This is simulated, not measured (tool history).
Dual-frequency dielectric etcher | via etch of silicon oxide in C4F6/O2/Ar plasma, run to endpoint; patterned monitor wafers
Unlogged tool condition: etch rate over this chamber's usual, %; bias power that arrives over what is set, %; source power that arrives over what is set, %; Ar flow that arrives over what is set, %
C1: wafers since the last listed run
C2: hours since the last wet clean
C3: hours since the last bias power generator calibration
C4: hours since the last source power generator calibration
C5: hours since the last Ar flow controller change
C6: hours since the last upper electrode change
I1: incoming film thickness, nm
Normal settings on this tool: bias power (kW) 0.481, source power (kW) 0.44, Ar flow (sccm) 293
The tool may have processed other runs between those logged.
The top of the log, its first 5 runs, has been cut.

{"run": 6, "hour": 310.0, "bias power (kW)": 0.481, "source power (kW)": 0.44, "Ar flow (sccm)": 269, "C1": 515, "C2": 390.6, "C3": 1991.4, "C4": 2442.4, "C5": 2318.6, "C6": 5130.7, "I1": 94.7, "endpoint time (s)": 19.3}
{"run": 7, "hour": 417.4, "bias power (kW)": 0.481, "source power (kW)": 0.37, "Ar flow (sccm)": 293, "C1": 1162, "C2": 498, "C3": 2098.8, "C4": 2549.8, "C5": 2426, "C6": 5238.1, "I1": 95.5, "endpoint time (s)": 21.3}
{"run": 8, "hour": 509.4, "bias power (kW)": 0.481, "source power (kW)": 0.37, "Ar flow (sccm)": 293, "C1": 995, "C2": 590, "C3": 2190.8, "C4": 2641.8, "C5": 2518, "C6": 5330.1, "I1": 93.3, "endpoint time (s)": 20.4}
{"hour": 569.7, "done": "wet clean of the chamber"}
{"run": 9, "hour": 573.2, "bias power (kW)": 0.481, "source power (kW)": 0.44, "Ar flow (sccm)": 293, "C1": 430, "C2": 3.5, "C3": 2254.6, "C4": 2705.6, "C5": 2581.8, "C6": 5393.9, "I1": 95.7, "endpoint time (s)": 20.4}
{"hour": 626.2, "done": "bias power generator calibrated"}
{"run": 10, "hour": 648.4, "bias power (kW)": 0.386, "source power (kW)": 0.44, "Ar flow (sccm)": 342, "C1": 770, "C2": 78.7, "C3": 22.2, "C4": 2780.8, "C5": 2657, "C6": 5469.1, "I1": 96.1, "endpoint time (s)": 22.5}
{"run": 11, "hour": 730.7, "bias power (kW)": 0.481, "source power (kW)": 0.44, "Ar flow (sccm)": 293, "C1": 890, "C2": 161, "C3": 104.5, "C4": 2863.1, "C5": 2739.3, "C6": 5551.4, "I1": 95.9, "endpoint time (s)": 20.2}
{"hour": 813.1, "done": "source power generator calibrated"}
{"run": 12, "hour": 827.5, "bias power (kW)": 0.481, "source power (kW)": 0.49, "Ar flow (sccm)": 328, "C1": 1004, "C2": 257.8, "C3": 201.3, "C4": 14.4, "C5": 2836.1, "C6": 5648.2, "I1": 95.3, "endpoint time (s)": 19.4}
{"run": 13, "hour": 900.8, "bias power (kW)": 0.532, "source power (kW)": 0.47, "Ar flow (sccm)": 293, "C1": 793, "C2": 331.1, "C3": 274.6, "C4": 87.7, "C5": 2909.4, "C6": 5721.5, "I1": 95.5, "endpoint time (s)": 19.1}
{"run": 14, "hour": 944.6, "bias power (kW)": 0.534, "source power (kW)": 0.4, "Ar flow (sccm)": 341, "C1": 473, "C2": 374.9, "C3": 318.4, "C4": 131.5, "C5": 2953.2, "C6": 5765.3, "I1": 95.5, "endpoint time (s)": 20.2}
{"run": 15, "hour": 990.1, "bias power (kW)": 0.567, "source power (kW)": 0.37, "Ar flow (sccm)": 333, "C1": 492, "C2": 420.4, "C3": 363.9, "C4": 177, "C5": 2998.7, "C6": 5810.8, "I1": 96.4, "endpoint time (s)": 20.7}
{"run": 16, "hour": 1038.9, "bias power (kW)": 0.481, "source power (kW)": 0.44, "Ar flow (sccm)": 293, "C1": 528, "C2": 469.2, "C3": 412.7, "C4": 225.8, "C5": 3047.5, "C6": 5859.6, "I1": 95.4, "endpoint time (s)": 19.6}
{"hour": 1126.6, "done": "upper electrode replaced"}
{"run": 17, "hour": 1127.1, "bias power (kW)": 0.591, "source power (kW)": 0.44, "Ar flow (sccm)": 341, "C1": 694, "C2": 557.4, "C3": 500.9, "C4": 314, "C5": 3135.7, "C6": 0.5, "I1": 95.1, "endpoint time (s)": 18.4}
{"run": 18, "hour": 1183.1, "bias power (kW)": 0.481, "source power (kW)": 0.44, "Ar flow (sccm)": 293, "C1": 605, "C2": 613.4, "C3": 556.9, "C4": 370, "C5": 3191.7, "C6": 56.5, "I1": 94.8, "endpoint time (s)": 19.3}
{"hour": 1241.4, "done": "wet clean of the chamber"}
{"run": 19, "hour": 1241.9, "bias power (kW)": 0.481, "source power (kW)": 0.44, "Ar flow (sccm)": 293, "C1": 376, "C2": 0.5, "C3": 615.7, "C4": 428.8, "C5": 3250.5, "C6": 115.3, "I1": 96, "endpoint time (s)": 20.4}
{"run": 20, "hour": 1326.2, "bias power (kW)": 0.481, "source power (kW)": 0.53, "Ar flow (sccm)": 293, "C1": 912, "C2": 84.8, "C3": 700, "C4": 513.1, "C5": 3334.8, "C6": 199.6, "I1": 95.1, "endpoint time (s)": 18.7}
{"hour": 1363.2, "done": "Ar flow controller replaced"}
{"run": 21, "hour": 1381.9, "bias power (kW)": 0.593, "source power (kW)": 0.44, "Ar flow (sccm)": 224, "C1": 537, "C2": 140.5, "C3": 755.7, "C4": 568.8, "C5": 18.7, "C6": 255.3, "I1": 95.6, "endpoint time (s)": 18.3}
{"run": 22, "hour": 1423.4, "bias power (kW)": 0.481, "source power (kW)": 0.44, "Ar flow (sccm)": 293, "C1": 449, "C2": 182, "C3": 797.2, "C4": 610.3, "C5": 60.2, "C6": 296.8, "I1": 95.6, "endpoint time (s)": 20}
{"run": 23, "hour": 1475.2, "bias power (kW)": 0.433, "source power (kW)": 0.37, "Ar flow (sccm)": 237, "C1": 560, "C2": 233.8, "C3": 849, "C4": 662.1, "C5": 112, "C6": 348.6, "I1": 96.5, "endpoint time (s)": 21.8}
{"run": 24, "hour": 1555.1, "bias power (kW)": 0.481, "source power (kW)": 0.44, "Ar flow (sccm)": 319, "C1": 864, "C2": 313.7, "C3": 928.9, "C4": 742, "C5": 191.9, "C6": 428.5, "I1": 96.3, "endpoint time (s)": 20.1}
{"run": 25, "hour": 1630.7, "bias power (kW)": 0.481, "source power (kW)": 0.39, "Ar flow (sccm)": 293, "C1": 817, "C2": 389.3, "C3": 1004.5, "C4": 817.6, "C5": 267.5, "C6": 504.1, "I1": 96.2, "endpoint time (s)": 20.7}
{"run": 26, "hour": 1735.4, "bias power (kW)": 0.577, "source power (kW)": 0.49, "Ar flow (sccm)": 293, "C1": 1132, "C2": 494, "C3": 1109.2, "C4": 922.3, "C5": 372.2, "C6": 608.8, "I1": 95.7, "endpoint time (s)": 17.8}
{"run": 27, "hour": 1792.8, "bias power (kW)": 0.481, "source power (kW)": 0.44, "Ar flow (sccm)": 293, "C1": 621, "C2": 551.4, "C3": 1166.6, "C4": 979.7, "C5": 429.6, "C6": 666.2, "I1": 95.3, "endpoint time (s)": 19.3}
{"run": 28, "hour": 1843.9, "bias power (kW)": 0.481, "source power (kW)": 0.44, "Ar flow (sccm)": 293, "C1": 552, "C2": 602.5, "C3": 1217.7, "C4": 1030.8, "C5": 480.7, "C6": 717.3, "I1": 94.7, "endpoint time (s)": 19.1}
{"run": 29, "hour": 1892.3, "bias power (kW)": 0.481, "source power (kW)": 0.39, "Ar flow (sccm)": 293, "C1": 523, "C2": 650.9, "C3": 1266.1, "C4": 1079.2, "C5": 529.1, "C6": 765.7, "I1": 96.3, "endpoint time (s)": 20.2}
{"hour": 1920.3, "done": "wet clean of the chamber"}
{"run": 30, "hour": 1994.3, "bias power (kW)": 0.417, "source power (kW)": 0.44, "Ar flow (sccm)": 334, "C1": 843, "C2": 74, "C3": 1368.1, "C4": 1181.2, "C5": 631.1, "C6": 867.7, "I1": 94.4, "endpoint time (s)": 21.5}

Here are 3 independent what-if runs from the current tool condition. What would each one return?
{"run": "A", "hour": 1994.7, "bias power (kW)": 0.481, "source power (kW)": 0.44, "Ar flow (sccm)": 293, "C1": 4, "C2": 74.4, "C3": 1368.5, "C4": 1181.6, "C5": 631.5, "C6": 868.1, "I1": 95.3, "endpoint time (s)": "?"}
{"run": "B", "hour": 1994.7, "bias power (kW)": 0.481, "source power (kW)": 0.51, "Ar flow (sccm)": 247, "C1": 4, "C2": 74.4, "C3": 1368.5, "C4": 1181.6, "C5": 631.5, "C6": 868.1, "I1": 95.3, "endpoint time (s)": "?"}
{"run": "C", "hour": 1994.7, "bias power (kW)": 0.481, "source power (kW)": 0.37, "Ar flow (sccm)": 320, "C1": 4, "C2": 74.4, "C3": 1368.5, "C4": 1181.6, "C5": 631.5, "C6": 868.1, "I1": 95.3, "endpoint time (s)": "?"}

run=A endpoint_time_(s)=20.4
run=B endpoint_time_(s)=18.8
run=C endpoint_time_(s)=22.2
With no hidden state in the tool, these same runs would have given:
run=A endpoint_time_(s)=20.4
run=B endpoint_time_(s)=18.8
run=C endpoint_time_(s)=22.2
